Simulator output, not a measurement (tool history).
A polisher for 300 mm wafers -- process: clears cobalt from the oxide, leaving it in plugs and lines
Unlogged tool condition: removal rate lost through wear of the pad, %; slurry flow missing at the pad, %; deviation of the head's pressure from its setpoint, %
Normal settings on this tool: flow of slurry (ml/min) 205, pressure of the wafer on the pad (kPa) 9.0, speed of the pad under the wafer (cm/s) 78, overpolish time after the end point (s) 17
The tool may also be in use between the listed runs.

| run | hour | flow of slurry (ml/min) | pressure of the wafer on the pad (kPa) | speed of the pad under the wafer (cm/s) | overpolish time after the end point (s) | wafers since the last listed run | wafers polished on this pad | hours since the slurry nozzle was cleaned | hours since the head pressure was calibrated | incoming thickness of the incoming film, nm | time until the end point was called (s) | dishing of a wide line in a test structure (Å) |
|---|---|---|---|---|---|---|---|---|---|---|---|---|
| 1 | 0.0 | 205 | 11.0 | 78 | 17 | 0 | 1589 | 602.7 | 259.5 | 175.6 | 73.9 | 266 |
|  | 20.4 | worn pad replaced by a new one |
| 2 | 20.9 | 205 | 9.0 | 68 | 17 | 218 | 6 | 623.6 | 280.4 | 176.4 | 98.8 | 219 |
| 3 | 35.6 | 205 | 9.0 | 68 | 17 | 190 | 196 | 638.3 | 295.1 | 175.3 | 98.7 | 214 |
| 4 | 53.8 | 205 | 9.0 | 68 | 17 | 235 | 432 | 656.5 | 313.3 | 179.0 | 101.3 | 216 |
|  | 61.2 | slurry nozzle cleaned |
| 5 | 70.1 | 255 | 9.0 | 92 | 17 | 197 | 629 | 8.9 | 329.6 | 174.5 | 66.3 | 278 |
| 6 | 99.6 | 255 | 9.0 | 92 | 17 | 381 | 1011 | 38.4 | 359.1 | 174.1 | 65.8 | 279 |
| 7 | 132.6 | 205 | 6.2 | 78 | 10 | 426 | 1438 | 71.4 | 392.1 | 175.4 | 110.9 | 133 |
| 8 | 156.6 | 205 | 6.2 | 78 | 10 | 310 | 1749 | 95.4 | 416.1 | 174.4 | 107.7 | 131 |
|  | 187.3 | worn pad replaced by a new one |
| 9 | 190.0 | 205 | 6.2 | 78 | 10 | 380 | 35 | 128.8 | 449.5 | 175.0 | 110.1 | 129 |
| 10 | 213.1 | 205 | 9.0 | 78 | 17 | 298 | 334 | 151.9 | 472.6 | 174.8 | 83.4 | 238 |
| 11 | 237.5 | 205 | 9.0 | 78 | 17 | 315 | 649 | 176.3 | 497.0 | 175.0 | 82.5 | 241 |
| 12 | 255.6 | 205 | 9.0 | 78 | 17 | 234 | 884 | 194.4 | 515.1 | 176.4 | 84.8 | 243 |
| 13 | 281.9 | 205 | 9.0 | 78 | 17 | 340 | 1224 | 220.7 | 541.4 | 174.7 | 84.1 | 245 |
| 14 | 302.1 | 205 | 9.0 | 78 | 17 | 261 | 1485 | 240.9 | 561.6 | 178.2 | 85.7 | 239 |
| 15 | 314.9 | 205 | 9.0 | 78 | 14 | 165 | 1651 | 253.7 | 574.4 | 175.3 | 84.4 | 211 |
| 16 | 327.2 | 205 | 9.0 | 78 | 17 | 159 | 1810 | 266.0 | 586.7 | 175.3 | 83.3 | 241 |
|  | 347.7 | worn pad replaced by a new one |
| 17 | 348.2 | 205 | 9.0 | 78 | 17 | 219 | 6 | 287.0 | 607.7 | 173.5 | 83.4 | 238 |
| 18 | 363.5 | 205 | 10.3 | 78 | 17 | 197 | 204 | 302.3 | 623.0 | 174.8 | 75.7 | 266 |
| 19 | 399.4 | 145 | 6.9 | 56 | 24 | 464 | 668 | 338.2 | 658.9 | 174.8 | 154.2 | 202 |
| 20 | 424.6 | 245 | 11.7 | 78 | 23 | 326 | 995 | 363.4 | 684.1 | 175.5 | 65.2 | 328 |
| 21 | 444.4 | 205 | 9.0 | 78 | 17 | 256 | 1251 | 383.2 | 703.9 | 171.8 | 84.4 | 236 |
|  | 466.5 | head pressure recalibrated |
| 22 | 471.0 | 225 | 11.7 | 78 | 23 | 318 | 1569 | 409.8 | 4.5 | 174.4 | 68.2 | 332 |
| 23 | 485.9 | 205 | 9.0 | 78 | 17 | 192 | 1762 | 424.7 | 19.4 | 173.7 | 85.5 | 242 |
|  | 491.0 | worn pad replaced by a new one |
| 24 | 518.5 | 230 | 7.6 | 58 | 14 | 370 | 355 | 457.3 | 52.0 | 176.6 | 130.6 | 150 |
| 25 | 541.3 | 265 | 9.0 | 100 | 14 | 295 | 650 | 480.1 | 74.8 | 179.0 | 65.0 | 253 |
|  | 572.6 | slurry nozzle cleaned |
| 26 | 576.2 | 205 | 10.3 | 78 | 12 | 438 | 1089 | 3.6 | 109.7 | 173.4 | 70.1 | 212 |
| 27 | 611.7 | 205 | 9.0 | 78 | 17 | 459 | 1548 | 39.1 | 145.2 | 174.7 | 81.1 | 249 |
|  | 635.9 | worn pad replaced by a new one |
| 28 | 694.8 | 275 | 9.0 | 54 | 17 | 1023 | 762 | 122.2 | 228.3 | 174.9 | 112.5 | 192 |
| 29 | 730.5 | 245 | 10.3 | 70 | 17 | 461 | 1224 | 157.9 | 264.0 | 174.6 | 79.5 | 243 |

4 ways to go on from here, each from the tool as it stands after run 29. What would each give?
| A | 731.0 | 205 | 9.0 | 78 | 17 | 6 | 1230 | 158.4 | 264.5 | 174.3 | ? | ? |
| B | 731.0 | 205 | 9.0 | 64 | 24 | 6 | 1230 | 158.4 | 264.5 | 174.3 | ? | ? |
| C | 731.0 | 240 | 6.2 | 70 | 17 | 6 | 1230 | 158.4 | 264.5 | 174.3 | ? | ? |
| D | 731.0 | 165 | 6.9 | 50 | 11 | 6 | 1230 | 158.4 | 264.5 | 174.3 | ? | ? |

| run | time until the end point was called (s) | dishing of a wide line in a test structure (Å) |
|---|---|---|
| A | 83.7 | 241 |
| B | 102.0 | 267 |
| C | 121.0 | 185 |
| D | 166.8 | 99 |
With the hidden condition removed and each run's random variation left untouched, the same runs would have given:
| run | time until the end point was called (s) | dishing of a wide line in a test structure (Å) |
|---|---|---|
| A | 79.9 | 249 |
| B | 97.4 | 275 |
| C | 116.2 | 191 |
| D | 157.7 | 104 |

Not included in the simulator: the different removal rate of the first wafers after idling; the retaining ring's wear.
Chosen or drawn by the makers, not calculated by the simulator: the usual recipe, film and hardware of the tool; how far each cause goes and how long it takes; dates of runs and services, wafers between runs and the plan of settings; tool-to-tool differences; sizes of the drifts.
